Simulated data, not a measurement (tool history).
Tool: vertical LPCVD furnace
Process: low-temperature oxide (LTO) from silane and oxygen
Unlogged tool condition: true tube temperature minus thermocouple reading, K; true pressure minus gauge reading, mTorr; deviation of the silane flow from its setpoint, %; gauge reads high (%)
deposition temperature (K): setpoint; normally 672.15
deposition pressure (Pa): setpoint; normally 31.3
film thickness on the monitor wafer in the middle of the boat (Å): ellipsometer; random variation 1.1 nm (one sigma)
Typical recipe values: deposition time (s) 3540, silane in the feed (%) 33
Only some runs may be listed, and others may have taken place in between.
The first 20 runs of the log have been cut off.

run,hour,deposition temperature (K),deposition pressure (Pa),deposition time (s),silane in the feed (%),wafers since the last listed run,hours since the last temperature calibration,hours since the pressure gauge was zeroed,hours since the silane flow controller was replaced,hours since the gauge calibration,"read-back reference wafer on the same gauge, thickness",film thickness on the monitor wafer in the middle of the boat (Å)
# hour 892.8: gauge calibrated
21,917,677.15,31.3,2640,27,405,371.7,3381.5,69.4,24.2,417.97,2678.7
22,951.5,677.15,31.3,3540,33,409,406.2,3416,103.9,58.7,418.2,4792.4
23,998.2,672.15,31.3,4860,33,554,452.9,3462.7,150.6,105.4,417.91,6218.8
24,1044.3,665.15,31.3,3540,33,547,499,3508.8,196.7,151.5,417.88,4162
# hour 1083.3: pressure gauge zeroed
25,1083.8,676.15,31.3,3540,37,183,538.5,0.5,236.2,191,418.38,5665.7
26,1114.4,683.15,24,2460,29,363,569.1,31.1,266.8,221.6,418,2335.5
27,1172.8,672.15,31.3,3540,33,693,627.5,89.5,325.2,280,418.14,4649.7
28,1215.8,672.15,31.3,3540,33,510,670.5,132.5,368.2,323,418.12,4657.7
29,1283.2,672.15,31.3,3540,33,800,737.9,199.9,435.6,390.4,418.04,4643.4

What will run 30 give?
30,1332.9,672.15,31.3,3540,33,589,787.6,249.6,485.3,440.1,?,?

{"run 30": {"read-back reference wafer on the same gauge, thickness": 417.61, "film thickness on the monitor wafer in the middle of the boat (Å)": 4641.5}}
If the tool had no hidden condition, the same run with the same run-to-run variation would have returned film thickness on the monitor wafer in the middle of the boat (Å) 4679.2.
